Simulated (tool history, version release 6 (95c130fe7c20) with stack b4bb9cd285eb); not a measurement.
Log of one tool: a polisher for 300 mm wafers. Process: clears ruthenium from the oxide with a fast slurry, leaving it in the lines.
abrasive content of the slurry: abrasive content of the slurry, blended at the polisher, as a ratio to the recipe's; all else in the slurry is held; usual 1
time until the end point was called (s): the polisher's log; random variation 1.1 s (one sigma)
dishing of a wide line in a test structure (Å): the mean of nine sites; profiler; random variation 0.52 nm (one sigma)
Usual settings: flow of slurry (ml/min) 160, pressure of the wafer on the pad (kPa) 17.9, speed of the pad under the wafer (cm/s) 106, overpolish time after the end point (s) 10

run,hour,flow of slurry (ml/min),pressure of the wafer on the pad (kPa),speed of the pad under the wafer (cm/s),abrasive content of the slurry,overpolish time after the end point (s),"incoming thickness of the incoming film, nm",time until the end point was called (s),dishing of a wide line in a test structure (Å)
1,0,160,17.9,106,1,10,244.8,70.9,289
# hour 2.6: worn pad replaced by a new one
2,17.1,160,17.9,106,1,10,252.1,69.4,288
3,33.7,160,19.3,106,1,10,248.2,63.8,301
4,50.3,160,17.9,106,1,10,249.1,69.8,284
5,57.5,160,17.9,106,1,10,248.2,70.8,274
# hour 65.5: worn pad replaced by a new one
6,74.8,160,17.9,106,1,10,248,76.2,262
7,82.5,160,21.4,106,1,10,251.1,66.7,282
# hour 90.5: slurry blender recalibrated
8,94.1,160,13.8,106,0.85,10,248.8,100.7,201
# hour 99.5: worn pad replaced by a new one, repeated, since the last time left the tool worse
# hour 105.6: head pressure recalibrated
9,107,160,13.8,106,0.85,10,250.7,86.5,236
# hour 124.6: slurry nozzle cleaned
10,125.1,130,17.9,106,1,10,250,70,278
11,131.5,130,17.9,106,1,10,249.9,71.1,280
12,145.8,160,17.9,106,1.25,7,248.7,67.4,223
13,159,160,17.9,106,1,10,249.3,74,273
# hour 165.5: worn pad replaced by a new one
14,166.8,140,17.9,106,1,14,249.2,68.4,368
15,179.4,205,12.4,106,1,10,250.9,88.3,233
16,195.2,180,17.9,136,0.8,8,254.2,63.3,256
17,202.8,130,20.7,78,1.1,10,247.9,73.7,266
18,208.8,160,17.9,106,1,14,253.4,71.9,380
19,218.9,160,17.9,106,1,10,251.4,73,281
# hour 231.5: worn pad replaced by a new one
20,232,215,17.9,142,0.7,4,253,62.2,147
21,243.9,140,22.8,106,1,10,247.2,57.1,346
22,255.2,160,20,106,1,10,248.1,62.6,319

Forecast each of these 5 alternatives for the next run:
A,255.6,160,17.9,106,1,10,249.8,?,?
B,255.6,160,17.9,106,1.3,10,249.8,?,?
C,255.6,140,17.9,106,1,12,249.8,?,?
D,255.6,125,24.1,106,1,10,249.8,?,?
E,255.6,160,17.9,120,1,7,249.8,?,?

run,time until the end point was called (s),dishing of a wide line in a test structure (Å)
A,69,293
B,63.1,316
C,70.8,334
D,56.2,347
E,63.8,231
Without the tool's hidden state the same runs would have given:
run,time until the end point was called (s),dishing of a wide line in a test structure (Å)
A,68.1,297
B,62.2,320
C,69.9,338
D,55.5,351
E,63,234

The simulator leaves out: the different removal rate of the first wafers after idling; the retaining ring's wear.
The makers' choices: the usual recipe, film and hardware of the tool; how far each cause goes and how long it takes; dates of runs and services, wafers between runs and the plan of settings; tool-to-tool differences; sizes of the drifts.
